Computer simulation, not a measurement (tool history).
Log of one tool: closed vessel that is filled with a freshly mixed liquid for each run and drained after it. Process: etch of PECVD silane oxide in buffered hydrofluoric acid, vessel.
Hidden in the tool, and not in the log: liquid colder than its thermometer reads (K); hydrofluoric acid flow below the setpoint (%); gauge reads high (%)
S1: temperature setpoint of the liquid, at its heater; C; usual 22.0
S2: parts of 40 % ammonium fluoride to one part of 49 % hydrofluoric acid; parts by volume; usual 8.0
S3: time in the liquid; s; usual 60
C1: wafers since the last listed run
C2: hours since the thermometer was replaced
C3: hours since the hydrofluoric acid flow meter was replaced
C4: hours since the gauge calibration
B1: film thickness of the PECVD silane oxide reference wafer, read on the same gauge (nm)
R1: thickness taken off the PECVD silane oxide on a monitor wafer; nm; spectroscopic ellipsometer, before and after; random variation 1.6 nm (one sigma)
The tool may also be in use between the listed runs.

run    hour    S1   S2  S3     C1     C2      C3     C4      B1      R1
  1     0.0  22.0  8.0  60      0  345.9  1501.9  478.8  100.01  167.32
  2    54.6  22.0  8.0  60   6883  400.5  1556.5  533.4  100.00  164.73
  3   109.6  22.0  8.0  60   6934  455.5  1611.5  588.4  100.00  167.24
  4   150.6  22.0  6.0  40   5168  496.5  1652.5  629.4   99.98  146.80
  5   189.2  22.0  6.0  40   4866  535.1  1691.1  668.0  100.02  144.15
  6   228.6  22.0  8.0  60   4967  574.5  1730.5  707.4  100.00  162.99
  7   283.4  22.0  8.0  60   6908  629.3  1785.3  762.2  100.00  161.49
  8   325.8  22.0  8.0  60   5345  671.7  1827.7  804.6   99.98  159.62
  9   356.8  22.0  8.0  60   3908  702.7  1858.7  835.6  100.00  159.83
 10   413.6  22.0  8.0  60   7160  759.5  1915.5  892.4  100.03  161.52
 11   442.2  22.0  8.0  60   3605  788.1  1944.1  921.0   99.99  157.37
      474.1  -- hydrofluoric acid flow meter replaced
 12   504.0  23.0  8.0  60   7665  849.9    29.9  982.8  100.03  168.89
      528.7  -- thermometer replaced
      537.6  -- gauge calibrated
 13   543.3  23.0  8.0  60   4828   14.6    69.2    5.7   99.99  154.89
 14   634.9  22.0  8.0  70  11548  106.2   160.8   97.3   99.99  170.66
 15   667.4  22.0  8.0  70   4097  138.7   193.3  129.8   99.99  166.89
      713.3  -- thermometer replaced, repeated, since the last time left the tool worse
 16   727.2  22.0  8.0  60   7413   13.9   253.1  189.6   99.98  174.05
 17   770.9  24.0  5.0  85   5509   57.6   296.8  233.3  100.03  414.30
 18   814.4  22.0  8.0  60   5484  101.1   340.3  276.8  100.02  169.00
 19   858.2  22.0  6.0  60   5521  144.9   384.1  320.6  100.00  217.35
 20   900.3  24.0  7.0  95   5307  187.0   426.2  362.7  100.00  345.20
 21   943.0  22.0  9.0  90   5383  229.7   468.9  405.4  100.01  218.79
 22  1010.2  23.0  8.0  60   8472  296.9   536.1  472.6  100.02  176.19
 23  1073.7  26.5  6.0  90   8005  360.4   599.6  536.1  100.00  413.46
 24  1121.1  22.0  8.0  60   5975  407.8   647.0  583.5   99.99  160.07
 25  1180.8  22.0  8.0  60   7526  467.5   706.7  643.2   99.99  162.56
 26  1212.4  22.0  5.5  60   3983  499.1   738.3  674.8  100.02  226.57
 27  1276.5  22.0  6.5  45   8081  563.2   802.4  738.9  100.01  147.29
 28  1309.0  23.5  9.0  75   4097  595.7   834.9  771.4  100.01  190.67
 29  1374.6  17.5  8.0  60   8270  661.3   900.5  837.0  100.01  124.13
 30  1427.2  24.0  7.0  35   6631  713.9   953.1  889.6   99.98  119.07

How the hidden state differs across the entries between the runs, from the last listed run before each to the first after it:
Between runs 11 and 12: hydrofluoric acid flow meter replaced (hour 474.1)
  liquid colder than its thermometer reads (K): 1.6 -> 1.73
  measured less the result without the state, R1: -14.61 -> -16.91 nm
Between runs 12 and 13: thermometer replaced (hour 528.7); gauge calibrated (hour 537.6)
  liquid colder than its thermometer reads (K): 1.73 -> 2.92
  measured less the result without the state, R1: -16.91 -> -27.19 nm
Between runs 15 and 16: thermometer replaced, repeated, since the last time left the tool worse (hour 713.3)
  liquid colder than its thermometer reads (K): 3.16 -> 0.302
  measured less the result without the state, R1: -32.17 -> -2.91 nm

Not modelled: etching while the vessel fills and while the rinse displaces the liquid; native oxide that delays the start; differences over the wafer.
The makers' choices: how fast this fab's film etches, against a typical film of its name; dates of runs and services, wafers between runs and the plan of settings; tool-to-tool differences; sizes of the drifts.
